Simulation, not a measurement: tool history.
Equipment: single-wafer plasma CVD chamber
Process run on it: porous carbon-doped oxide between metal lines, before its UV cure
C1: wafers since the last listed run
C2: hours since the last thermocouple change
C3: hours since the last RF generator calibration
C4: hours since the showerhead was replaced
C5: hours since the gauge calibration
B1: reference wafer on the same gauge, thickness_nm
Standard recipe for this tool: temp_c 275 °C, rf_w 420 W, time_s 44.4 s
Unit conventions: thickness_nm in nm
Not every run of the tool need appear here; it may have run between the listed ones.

{"run": 1, "hour": 0.0, "temp_c": 275, "rf_w": 420, "time_s": 44.4, "C1": 0, "C2": 2104, "C3": 1417.5, "C4": 3496.3, "C5": 60.8, "B1": 308.739, "thickness_nm": 251.803}
{"run": 2, "hour": 6.3, "temp_c": 275, "rf_w": 420, "time_s": 44.4, "C1": 167, "C2": 2110.3, "C3": 1423.8, "C4": 3502.6, "C5": 67.1, "B1": 308.985, "thickness_nm": 251.343}
{"run": 3, "hour": 36.9, "temp_c": 275, "rf_w": 420, "time_s": 44.4, "C1": 814, "C2": 2140.9, "C3": 1454.4, "C4": 3533.2, "C5": 97.7, "B1": 308.91, "thickness_nm": 250.954}
{"run": 4, "hour": 44.0, "temp_c": 275, "rf_w": 420, "time_s": 44.4, "C1": 189, "C2": 2148, "C3": 1461.5, "C4": 3540.3, "C5": 104.8, "B1": 309.348, "thickness_nm": 251.03}
{"run": 5, "hour": 59.3, "temp_c": 275, "rf_w": 420, "time_s": 44.4, "C1": 407, "C2": 2163.3, "C3": 1476.8, "C4": 3555.6, "C5": 120.1, "B1": 309.166, "thickness_nm": 249.852}
{"hour": 71.0, "done": "thermocouple changed; heater temperature recalibrated"}
{"run": 6, "hour": 71.5, "temp_c": 275, "rf_w": 420, "time_s": 44.4, "C1": 111, "C2": 0.5, "C3": 1489, "C4": 3567.8, "C5": 132.3, "B1": 308.946, "thickness_nm": 249.309}
{"run": 7, "hour": 75.3, "temp_c": 275, "rf_w": 420, "time_s": 44.4, "C1": 101, "C2": 4.3, "C3": 1492.8, "C4": 3571.6, "C5": 136.1, "B1": 309.119, "thickness_nm": 249.409}
{"run": 8, "hour": 81.6, "temp_c": 275, "rf_w": 420, "time_s": 37.6, "C1": 167, "C2": 10.6, "C3": 1499.1, "C4": 3577.9, "C5": 142.4, "B1": 308.962, "thickness_nm": 211.74}
{"hour": 86.4, "done": "gauge calibrated"}
{"run": 9, "hour": 89.6, "temp_c": 285, "rf_w": 495, "time_s": 49.7, "C1": 213, "C2": 18.6, "C3": 1507.1, "C4": 3585.9, "C5": 3.2, "B1": 309.028, "thickness_nm": 292.658}
{"hour": 106.0, "done": "RF generator calibrated"}
{"hour": 110.6, "done": "showerhead replaced"}
{"run": 10, "hour": 111.1, "temp_c": 266, "rf_w": 420, "time_s": 44.4, "C1": 235, "C2": 40.1, "C3": 5.1, "C4": 0.5, "C5": 24.7, "B1": 308.878, "thickness_nm": 287.225}
{"run": 11, "hour": 113.8, "temp_c": 271, "rf_w": 420, "time_s": 44.4, "C1": 71, "C2": 42.8, "C3": 7.8, "C4": 3.2, "C5": 27.4, "B1": 308.964, "thickness_nm": 276.762}
{"run": 12, "hour": 121.3, "temp_c": 275, "rf_w": 420, "time_s": 44.4, "C1": 199, "C2": 50.3, "C3": 15.3, "C4": 10.7, "C5": 34.9, "B1": 308.882, "thickness_nm": 269.207}
{"run": 13, "hour": 134.4, "temp_c": 287, "rf_w": 420, "time_s": 44.4, "C1": 348, "C2": 63.4, "C3": 28.4, "C4": 23.8, "C5": 48, "B1": 308.897, "thickness_nm": 246.509}
{"run": 14, "hour": 150.4, "temp_c": 275, "rf_w": 420, "time_s": 44.4, "C1": 426, "C2": 79.4, "C3": 44.4, "C4": 39.8, "C5": 64, "B1": 308.945, "thickness_nm": 268.938}

Predict each of these 3 candidate next runs independently; none follows another, all start after run 14:
{"run": "A", "hour": 150.8, "temp_c": 265, "rf_w": 420, "time_s": 44.4, "C1": 10, "C2": 79.8, "C3": 44.8, "C4": 40.2, "C5": 64.4, "B1": "?", "thickness_nm": "?"}
{"run": "B", "hour": 150.8, "temp_c": 270, "rf_w": 465, "time_s": 44.4, "C1": 10, "C2": 79.8, "C3": 44.8, "C4": 40.2, "C5": 64.4, "B1": "?", "thickness_nm": "?"}
{"run": "C", "hour": 150.8, "temp_c": 285, "rf_w": 355, "time_s": 44.4, "C1": 10, "C2": 79.8, "C3": 44.8, "C4": 40.2, "C5": 64.4, "B1": "?", "thickness_nm": "?"}

run=A B1=309.119 thickness_nm=290.236
run=B B1=309.119 thickness_nm=301.223
run=C B1=309.119 thickness_nm=220.255
Stripped of hidden state, with their random variation kept, the same runs would have yielded:
run=A thickness_nm=291.886
run=B thickness_nm=302.712
run=C thickness_nm=221.551
